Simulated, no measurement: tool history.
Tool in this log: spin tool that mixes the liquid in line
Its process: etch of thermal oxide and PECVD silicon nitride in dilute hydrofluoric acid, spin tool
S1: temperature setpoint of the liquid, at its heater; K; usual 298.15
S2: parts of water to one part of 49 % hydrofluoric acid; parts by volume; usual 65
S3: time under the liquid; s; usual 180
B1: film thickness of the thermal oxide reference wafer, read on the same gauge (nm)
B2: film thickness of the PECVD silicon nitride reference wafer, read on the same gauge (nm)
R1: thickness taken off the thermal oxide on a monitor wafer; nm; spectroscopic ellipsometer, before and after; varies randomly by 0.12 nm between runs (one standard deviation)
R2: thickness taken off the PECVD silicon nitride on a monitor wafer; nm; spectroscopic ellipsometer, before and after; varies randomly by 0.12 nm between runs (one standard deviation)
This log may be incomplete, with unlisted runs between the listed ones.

run    hour      S1  S2   S3     B1      B2     R1     R2
  1     0.0  298.15  65  180  69.99  139.99  13.28  12.96
  2    61.1  298.15  65  180  70.01  140.02  13.48  13.14
  3   150.8  298.15  65  180  69.98  140.02  13.44  13.19
  4   219.8  298.15  65  180  69.99  140.00  13.43  13.00
  5   270.6  294.15  55  180  70.01  140.02  13.75  11.78
      271.0  -- gauge calibrated
  6   376.5  294.15  55  180  70.01  139.99  13.77  11.83
  7   430.8  294.15  55  180  69.99  139.99  13.73  11.72
  8   535.5  302.65  55  150  70.01  140.03  16.06  17.27
  9   641.2  298.15  65  180  69.99  140.02  13.59  13.10
 10   733.3  298.15  65  180  69.96  140.02  13.48  13.37
 11   781.7  298.15  65  115  69.99  140.04   8.57   8.33
      832.2  -- hydrofluoric acid flow meter replaced
 12   859.0  298.15  75  180  69.98  140.00  11.60  11.50
 13   920.6  294.15  85  135  70.02  139.97   6.48   5.74
 14   968.3  298.15  75  105  70.01  140.03   6.70   6.73
 15  1032.2  298.15  50  270  69.98  139.98  26.79  25.16
 16  1118.0  298.15  40  180  70.02  140.00  22.38  21.04
 17  1217.3  298.15  45  240  69.99  139.99  26.42  25.00
 18  1266.6  293.15  65  180  69.99  140.02  10.96   9.39
     1277.7  -- thermometer replaced
 19  1358.2  298.15  65  180  70.01  140.02  13.71  13.31
 20  1456.1  294.15  55  180  70.01  140.01  13.52  11.80
 21  1563.1  298.15  55  125  70.02  140.01  11.20  10.59
 22  1663.7  298.15  75  140  70.00  140.00   8.94   8.83
 23  1749.1  298.15  45  215  70.02  139.98  23.61  22.47
 24  1815.4  298.15  60  180  70.00  139.98  14.77  14.07
 25  1912.1  301.15  55  265  70.00  140.02  27.02  27.84
 26  2015.4  298.15  65  180  69.99  140.00  13.47  13.15
 27  2074.5  298.15  50  220  69.99  139.99  21.84  20.68

Branching from run 27: 3 alternative next runs. What would each branch give?
  A  2075.0  293.65  65  180   ?   ?   ?   ?
  B  2075.0  299.65  85  180   ?   ?   ?   ?
  C  2075.0  298.15  55  210   ?   ?   ?   ?

run     B1      B2     R1     R2
  A  70.03  140.00  11.13   9.60
  B  70.03  140.00  10.58  11.01
  C  70.03  140.00  18.71  17.89
What these runs would have given with no unlogged condition in the tool:
run     R1     R2
  A  11.13   9.60
  B  10.58  11.01
  C  18.71  17.89
